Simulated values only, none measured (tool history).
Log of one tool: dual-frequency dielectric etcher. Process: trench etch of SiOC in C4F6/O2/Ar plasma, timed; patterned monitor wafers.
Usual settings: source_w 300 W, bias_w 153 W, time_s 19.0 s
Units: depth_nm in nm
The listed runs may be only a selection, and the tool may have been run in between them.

run,day,source_w,bias_w,time_s,"read-back reference wafer on the same gauge, depth_nm",depth_nm
1,0.000,330,132,19.0,43.58,33.24
2,3.279,330,132,19.0,43.60,33.14
3,7.146,330,132,19.0,43.58,34.29
4,10.062,300,153,19.0,43.63,36.12
5,13.542,300,153,19.0,43.57,35.96
6,16.267,300,153,19.0,43.61,35.46
7,19.146,300,153,16.0,43.57,29.85
8,23.242,300,134,19.0,43.65,32.82
9,24.804,300,134,19.0,43.56,32.57
10,28.779,280,153,19.0,43.65,35.99
11,32.762,270,176,21.5,43.60,42.99
12,35.854,330,132,19.0,43.63,33.55
13,37.462,360,153,21.5,43.60,41.83
14,39.125,300,153,19.0,43.61,35.84
15,41.921,300,153,19.0,43.58,35.27
16,44.575,240,153,22.0,43.53,38.79
17,47.875,340,183,16.0,43.56,32.88
18,52.921,300,126,23.5,43.62,41.09

Put back what was entered between runs (8 entries, withheld): which listed runs does each sit between, and how does the hidden state differ from the listed run before to the listed run after?
Runs 1 to 2: gauge calibrated (day 3.100)
  etch rate over this chamber's usual, %: -3.63 -> -4.3
  measured result minus the result with no hidden state, depth_nm: -1.25 -> -1.49 nm
Runs 2 to 3: wet clean of the chamber (day 5.117)
  etch rate over this chamber's usual, %: -4.3 -> -0.395
  measured result minus the result with no hidden state, depth_nm: -1.49 -> -0.13 nm
Runs 9 to 10: source power generator calibrated (day 25.592); wet clean of the chamber (day 28.638)
  etch rate over this chamber's usual, %: -4.03 -> -0.309
  measured result minus the result with no hidden state, depth_nm: -1.37 -> -0.11 nm
Runs 10 to 11: upper electrode replaced (day 31.646); gauge calibrated (day 31.904)
  etch rate over this chamber's usual, %: -0.309 -> -1.13
  measured result minus the result with no hidden state, depth_nm: -0.11 -> -0.49 nm
Runs 14 to 15: bias power generator calibrated (day 39.529)
  etch rate over this chamber's usual, %: -2.44 -> -3.02
  measured result minus the result with no hidden state, depth_nm: -0.90 -> -1.10 nm
Runs 17 to 18: wet clean of the chamber (day 52.900)
  etch rate over this chamber's usual, %: -4.24 -> 0.509
  measured result minus the result with no hidden state, depth_nm: -1.46 -> +0.21 nm
